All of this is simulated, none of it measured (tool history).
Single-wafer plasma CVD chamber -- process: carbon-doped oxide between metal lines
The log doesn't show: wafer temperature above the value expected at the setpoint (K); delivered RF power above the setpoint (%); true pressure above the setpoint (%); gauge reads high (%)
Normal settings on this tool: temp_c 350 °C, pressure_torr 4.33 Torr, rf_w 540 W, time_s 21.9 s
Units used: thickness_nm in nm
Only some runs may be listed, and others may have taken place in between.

| run | day | temp_c | pressure_torr | rf_w | time_s | wafers since the last listed run | hours since the last thermocouple change | hours since the last RF generator calibration | hours since the last manometer calibration | hours since the showerhead was replaced | hours since the gauge calibration | read-back reference wafer on the same gauge, thickness_nm | thickness_nm |
|---|---|---|---|---|---|---|---|---|---|---|---|---|---|
| 1 | 0.000 | 350 | 4.33 | 540 | 21.9 | 0 | 1532.2 | 815.7 | 1375.7 | 2456.5 | 269.5 | 109.033 | 118.355 |
| 2 | 0.496 | 350 | 4.33 | 540 | 21.9 | 224 | 1544.1 | 827.6 | 1387.6 | 2468.4 | 281.4 | 109.083 | 118.672 |
| 3 | 1.042 | 350 | 4.33 | 540 | 21.9 | 246 | 1557.2 | 840.7 | 1400.7 | 2481.5 | 294.5 | 108.953 | 118.217 |
| 4 | 1.754 | 350 | 4.33 | 540 | 21.9 | 322 | 1574.3 | 857.8 | 1417.8 | 2498.6 | 311.6 | 108.995 | 117.929 |
| 5 | 2.062 | 350 | 3.74 | 540 | 21.9 | 139 | 1581.7 | 865.2 | 1425.2 | 2506.0 | 319.0 | 108.946 | 115.982 |
| 6 | 3.408 | 350 | 3.74 | 540 | 21.9 | 608 | 1614.0 | 897.5 | 1457.5 | 2538.3 | 351.3 | 109.029 | 116.015 |
| 7 | 4.017 | 350 | 3.74 | 540 | 21.9 | 275 | 1628.6 | 912.1 | 1472.1 | 2552.9 | 365.9 | 108.976 | 116.280 |
| 8 | 4.271 | 350 | 4.33 | 570 | 21.9 | 114 | 1634.7 | 918.2 | 1478.2 | 2559.0 | 372.0 | 109.028 | 123.053 |
| 9 | 4.671 | 350 | 4.33 | 540 | 21.9 | 180 | 1644.3 | 927.8 | 1487.8 | 2568.6 | 381.6 | 109.063 | 118.085 |
|  | 5.046 | showerhead replaced |
| 10 | 5.200 | 350 | 4.33 | 540 | 19.9 | 88 | 1657.0 | 940.5 | 1500.5 | 3.7 | 394.3 | 108.969 | 107.630 |
| 11 | 5.517 | 350 | 4.33 | 540 | 19.9 | 143 | 1664.6 | 948.1 | 1508.1 | 11.3 | 401.9 | 108.938 | 108.102 |
| 12 | 5.900 | 350 | 4.33 | 540 | 21.9 | 173 | 1673.8 | 957.3 | 1517.3 | 20.5 | 411.1 | 109.027 | 118.434 |
|  | 6.104 | gauge calibrated |
| 13 | 6.571 | 350 | 4.33 | 540 | 21.9 | 303 | 1689.9 | 973.4 | 1533.4 | 36.6 | 11.2 | 108.993 | 118.508 |
|  | 7.454 | thermocouple changed; heater temperature recalibrated |
| 14 | 7.475 | 350 | 4.33 | 540 | 21.9 | 258 | 0.5 | 995.1 | 1555.1 | 58.3 | 32.9 | 108.987 | 118.493 |
| 15 | 7.821 | 350 | 4.33 | 460 | 17.6 | 156 | 8.8 | 1003.4 | 1563.4 | 66.6 | 41.2 | 108.996 | 84.793 |
|  | 8.338 | capacitance manometer re-zeroed and calibrated |
| 16 | 8.358 | 350 | 4.33 | 540 | 21.9 | 92 | 21.7 | 1016.3 | 0.5 | 79.5 | 54.1 | 108.922 | 118.146 |
|  | 9.025 | RF generator calibrated |
| 17 | 9.046 | 350 | 5.34 | 590 | 21.9 | 160 | 38.2 | 0.5 | 17.0 | 96.0 | 70.6 | 109.000 | 133.980 |
| 18 | 9.354 | 363 | 5.30 | 465 | 17.9 | 139 | 45.6 | 7.9 | 24.4 | 103.4 | 78.0 | 108.920 | 89.731 |
| 19 | 9.667 | 342 | 3.32 | 540 | 24.8 | 141 | 53.1 | 15.4 | 31.9 | 110.9 | 85.5 | 109.011 | 137.108 |
| 20 | 11.596 | 346 | 4.66 | 630 | 25.5 | 872 | 99.4 | 61.7 | 78.2 | 157.2 | 131.8 | 109.010 | 160.129 |
| 21 | 12.321 | 361 | 4.33 | 540 | 21.9 | 327 | 116.8 | 79.1 | 95.6 | 174.6 | 149.2 | 108.975 | 117.864 |
| 22 | 12.654 | 350 | 3.95 | 540 | 23.7 | 150 | 124.8 | 87.1 | 103.6 | 182.6 | 157.2 | 109.050 | 129.376 |
| 23 | 13.379 | 350 | 5.36 | 540 | 23.5 | 327 | 142.2 | 104.5 | 121.0 | 200.0 | 174.6 | 109.014 | 133.786 |
| 24 | 14.012 | 335 | 5.16 | 540 | 21.9 | 286 | 157.4 | 119.7 | 136.2 | 215.2 | 189.8 | 108.968 | 130.280 |
| 25 | 14.492 | 350 | 4.33 | 540 | 21.9 | 216 | 168.9 | 131.2 | 147.7 | 226.7 | 201.3 | 108.967 | 120.801 |
| 26 | 14.821 | 360 | 4.33 | 540 | 25.8 | 148 | 176.8 | 139.1 | 155.6 | 234.6 | 209.2 | 108.960 | 138.358 |
| 27 | 15.179 | 342 | 3.65 | 475 | 21.9 | 162 | 185.4 | 147.7 | 164.2 | 243.2 | 217.8 | 108.999 | 110.937 |
| 28 | 15.754 | 345 | 3.47 | 465 | 25.0 | 259 | 199.2 | 161.5 | 178.0 | 257.0 | 231.6 | 108.917 | 122.124 |

Selected run-to-run steps in thickness_nm, each split into two signed amounts: the part the tool would show with no hidden state at all (from settings, incoming material and random variation), and the remainder, which goes to the hidden state together with any gauge scatter not common to the measured and the hidden-state-free results:
Run 16 -> 17: pressure_torr 4.33 -> 5.34, rf_w 540 -> 590, RF generator calibrated. thickness_nm +15.834 nm: hidden state +4.081, all else +11.753.
Run 17 -> 18: temp_c 350 -> 363, pressure_torr 5.34 -> 5.30, rf_w 590 -> 465, time_s 21.9 -> 17.9. thickness_nm -44.249 nm: hidden state +0.057, all else -44.306.
Run 18 -> 19: temp_c 363 -> 342, pressure_torr 5.30 -> 3.32, rf_w 465 -> 540, time_s 17.9 -> 24.8. thickness_nm +47.377 nm: hidden state -0.320, all else +47.697.
Run 19 -> 20: temp_c 342 -> 346, pressure_torr 3.32 -> 4.66, rf_w 540 -> 630, time_s 24.8 -> 25.5. thickness_nm +23.021 nm: hidden state -0.875, all else +23.896.

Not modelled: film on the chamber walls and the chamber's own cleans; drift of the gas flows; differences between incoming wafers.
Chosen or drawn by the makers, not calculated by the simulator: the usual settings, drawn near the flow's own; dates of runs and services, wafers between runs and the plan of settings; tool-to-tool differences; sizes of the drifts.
